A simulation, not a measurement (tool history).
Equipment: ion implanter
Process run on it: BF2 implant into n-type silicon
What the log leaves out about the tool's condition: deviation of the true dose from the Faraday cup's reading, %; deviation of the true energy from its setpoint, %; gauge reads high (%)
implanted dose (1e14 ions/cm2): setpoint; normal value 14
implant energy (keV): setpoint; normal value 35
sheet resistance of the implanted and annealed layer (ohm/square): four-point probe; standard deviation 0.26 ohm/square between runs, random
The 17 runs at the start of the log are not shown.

| run | hour | implanted dose (1e14 ions/cm2) | implant energy (keV) | wafers since the last listed run | hours since the last dose calibration | hours since the extraction supply was calibrated | hours since the gauge calibration | read-back reference wafer on the same gauge, sheet resistance | sheet resistance of the implanted and annealed layer (ohm/square) |
|---|---|---|---|---|---|---|---|---|---|
| 18 | 914.7 | 14 | 35 | 745 | 548 | 5971.8 | 455.1 | 99.02 | 107.04 |
| 19 | 954.4 | 11.72 | 44 | 596 | 587.7 | 6011.5 | 494.8 | 99.06 | 110.97 |
| 20 | 1001 | 16.15 | 35 | 700 | 634.3 | 6058.1 | 541.4 | 98.98 | 102.33 |
| 21 | 1029.3 | 14 | 42.5 | 425 | 662.6 | 6086.4 | 569.7 | 99 | 101.55 |
| 22 | 1063.7 | 14 | 35 | 517 | 697 | 6120.8 | 604.1 | 99.03 | 108.17 |
| 23 | 1106.9 | 14 | 35 | 649 | 740.2 | 6164 | 647.3 | 99 | 107.71 |
| 24 | 1134.4 | 11.98 | 27 | 413 | 767.7 | 6191.5 | 674.8 | 99.08 | 125.47 |
|  | 1146.1 | extraction supply calibrated |
|  | 1191.4 | Faraday cup replaced and dose calibrated |
| 25 | 1205.9 | 17.33 | 30 | 834 | 14.5 | 59.8 | 746.3 | 98.96 | 104.56 |
| 26 | 1235.3 | 17.39 | 45 | 442 | 43.9 | 89.2 | 775.7 | 98.96 | 90.33 |
| 27 | 1285.5 | 14 | 47 | 754 | 94.1 | 139.4 | 825.9 | 98.97 | 96.56 |
| 28 | 1356.7 | 10.28 | 29.5 | 1070 | 165.3 | 210.6 | 897.1 | 99 | 130.04 |
| 29 | 1419.7 | 17.5 | 46.5 | 947 | 228.3 | 273.6 | 960.1 | 98.91 | 89.28 |
| 30 | 1479.6 | 16.44 | 35 | 900 | 288.2 | 333.5 | 1020 | 98.95 | 100.62 |
| 31 | 1535.7 | 14 | 35 | 843 | 344.3 | 389.6 | 1076.1 | 99 | 106.54 |
| 32 | 1589.1 | 10.24 | 46 | 803 | 397.7 | 443 | 1129.5 | 99.04 | 119.1 |
| 33 | 1622.5 | 10.85 | 26 | 502 | 431.1 | 476.4 | 1162.9 | 99.04 | 131.3 |
| 34 | 1651.4 | 14 | 35 | 434 | 460 | 505.3 | 1191.8 | 98.99 | 106.76 |
| 35 | 1702.1 | 10.17 | 32 | 762 | 510.7 | 556 | 1242.5 | 98.98 | 129.3 |
| 36 | 1767.3 | 14 | 27 | 980 | 575.9 | 621.2 | 1307.7 | 99.04 | 116.03 |

Below are 5 alternative next runs, each starting from the tool's condition after run 36. Predict each:
| A | 1767.7 | 14 | 35 | 6 | 576.3 | 621.6 | 1308.1 | ? | ? |
| B | 1767.7 | 11.45 | 35 | 6 | 576.3 | 621.6 | 1308.1 | ? | ? |
| C | 1767.7 | 12.21 | 30 | 6 | 576.3 | 621.6 | 1308.1 | ? | ? |
| D | 1767.7 | 11.99 | 40.5 | 6 | 576.3 | 621.6 | 1308.1 | ? | ? |
| E | 1767.7 | 11.38 | 30.5 | 6 | 576.3 | 621.6 | 1308.1 | ? | ? |

| run | read-back reference wafer on the same gauge, sheet resistance | sheet resistance of the implanted and annealed layer (ohm/square) |
|---|---|---|
| A | 99 | 107.16 |
| B | 99 | 118.21 |
| C | 99 | 119.32 |
| D | 99 | 110.87 |
| E | 99 | 123.11 |
Without the tool's unlogged condition, the same runs would have read:
| run | sheet resistance of the implanted and annealed layer (ohm/square) |
|---|---|
| A | 106.05 |
| B | 116.43 |
| C | 117.84 |
| D | 109.2 |
| E | 121.37 |

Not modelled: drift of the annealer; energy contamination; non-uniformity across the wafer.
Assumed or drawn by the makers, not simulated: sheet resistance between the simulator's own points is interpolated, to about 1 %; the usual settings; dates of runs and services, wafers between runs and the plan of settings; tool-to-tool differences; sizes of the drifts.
